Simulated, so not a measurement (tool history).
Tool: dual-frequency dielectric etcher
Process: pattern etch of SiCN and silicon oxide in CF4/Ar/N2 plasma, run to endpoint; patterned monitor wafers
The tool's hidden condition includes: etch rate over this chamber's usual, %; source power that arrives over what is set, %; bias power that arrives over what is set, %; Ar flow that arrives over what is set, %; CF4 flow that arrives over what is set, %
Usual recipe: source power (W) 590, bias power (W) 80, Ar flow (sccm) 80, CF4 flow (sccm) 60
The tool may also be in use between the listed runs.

run   hour  source power (W)  bias power (W)  Ar flow (sccm)  CF4 flow (sccm)  wafers since the last listed run  hours since the last wet clean  hours since the last source power generator calibration  hours since the last bias power generator calibration  hours since the last Ar flow controller change  hours since the last CF4 flow controller change  hours since the last upper electrode change  incoming incoming film thickness, nm  endpoint time (s)
  1      0               590              80              80               60                                 0                             403                                                   2013.7                                                 3985.8                                          5871.8                                           4982.2                                       4068.3                                 12.94               11.5
  2   13.6               590              80              80               60                               211                           416.6                                                   2027.3                                                 3999.4                                          5885.4                                           4995.8                                       4081.9                                  12.9               11.5
  3   29.1               590              80              80               60                               241                           432.1                                                   2042.8                                                 4014.9                                          5900.9                                           5011.3                                       4097.4                                 12.94               11.5
  4   40.3               590              90              64               60                               174                           443.3                                                     2054                                                 4026.1                                          5912.1                                           5022.5                                       4108.6                                 13.11               10.7
  5   52.2               590              80              80               60                               185                           455.2                                                   2065.9                                                   4038                                            5924                                           5034.4                                       4120.5                                 13.03               11.7
  6   63.4               590              80              80               60                               174                           466.4                                                   2077.1                                                 4049.2                                          5935.2                                           5045.6                                       4131.7                                 13.04               11.4
        85  -- Ar flow controller replaced
  7   85.5               590              80              80               60                               250                           488.5                                                   2099.2                                                 4071.3                                             0.5                                           5067.7                                       4153.8                                 12.92               11.6
  8   94.8               590              80              80               60                               144                           497.8                                                   2108.5                                                 4080.6                                             9.8                                             5077                                       4163.1                                 13.05               11.7
     108.3  -- CF4 flow controller replaced
     110.3  -- source power generator calibrated
     112.9  -- bias power generator calibrated
  9  113.4               590              80              80               60                               123                           516.4                                                      3.1                                                    0.5                                            28.4                                              5.1                                       4181.7                                 13.08               11.8
 10    116               590              80              80               60                                40                             519                                                      5.7                                                    3.1                                              31                                              7.7                                       4184.3                                 12.95               11.6
     148.1  -- wet clean of the chamber
 11  148.6               700              72              62               56                               133                             0.5                                                     38.3                                                   35.7                                            63.6                                             40.3                                       4216.9                                 12.94               10.4
 12  148.9               490              80              80               70                                 4                             0.8                                                     38.6                                                     36                                            63.9                                             40.6                                       4217.2                                    13                 12
     173.9  -- upper electrode replaced
 13  174.4               590              94              63               48                                23                            26.3                                                     64.1                                                   61.5                                            89.4                                             66.1                                          0.5                                 12.89               10.6
 14  174.8               590              80              80               60                                 6                            26.7                                                     64.5                                                   61.9                                            89.8                                             66.5                                          0.9                                 12.97               11.1
 15  218.6               450              65              90               53                               681                            70.5                                                    108.3                                                  105.7                                           133.6                                            110.3                                         44.7                                 13.07               15.2
 16  228.8               680              80              80               60                               158                            80.7                                                    118.5                                                  115.9                                           143.8                                            120.5                                         54.9                                 12.96               10.4
 17  237.2               500              80              80               60                               130                            89.1                                                    126.9                                                  124.3                                           152.2                                            128.9                                         63.3                                 13.05               12.3
 18  282.3               590              80              80               60                               702                           134.2                                                      172                                                  169.4                                           197.3                                              174                                        108.4                                 12.85               11.3
 19  288.4               680              80              65               60                                94                           140.3                                                    178.1                                                  175.5                                           203.4                                            180.1                                        114.5                                 13.02               10.2
 20  304.4               690              80              80               67                               249                           156.3                                                    194.1                                                  191.5                                           219.4                                            196.1                                        130.5                                 12.99               10.1
 21  321.4               630              80              69               60                               264                           173.3                                                    211.1                                                  208.5                                           236.4                                            213.1                                        147.5                                    13               10.8
 22  334.3               590              80              98               53                               200                           186.2                                                      224                                                  221.4                                           249.3                                              226                                        160.4                                 12.89               12.1
 23  346.3               590              80              69               68                               186                           198.2                                                      236                                                  233.4                                           261.3                                              238                                        172.4                                 12.98               10.9

5 options for the next run, each taken on its own from the tool as it stands now. Forecast them:
  A  346.7               590              80              80               60                                 6                           198.6                                                    236.4                                                  233.8                                           261.7                                            238.4                                        172.8                                 13.09                  ?
  B  346.7               590              90              80               72                                 6                           198.6                                                    236.4                                                  233.8                                           261.7                                            238.4                                        172.8                                 13.09                  ?
  C  346.7               590             100              80               60                                 6                           198.6                                                    236.4                                                  233.8                                           261.7                                            238.4                                        172.8                                 13.09                  ?
  D  346.7               590              67              80               60                                 6                           198.6                                                    236.4                                                  233.8                                           261.7                                            238.4                                        172.8                                 13.09                  ?
  E  346.7               590              80             100               60                                 6                           198.6                                                    236.4                                                  233.8                                           261.7                                            238.4                                        172.8                                 13.09                  ?

run  endpoint time (s)
  A               11.6
  B               10.6
  C               10.4
  D               12.6
  E                 12
Had the tool no hidden state, the same runs would have come out as:
run  endpoint time (s)
  A               11.3
  B               10.3
  C               10.2
  D               12.3
  E               11.7
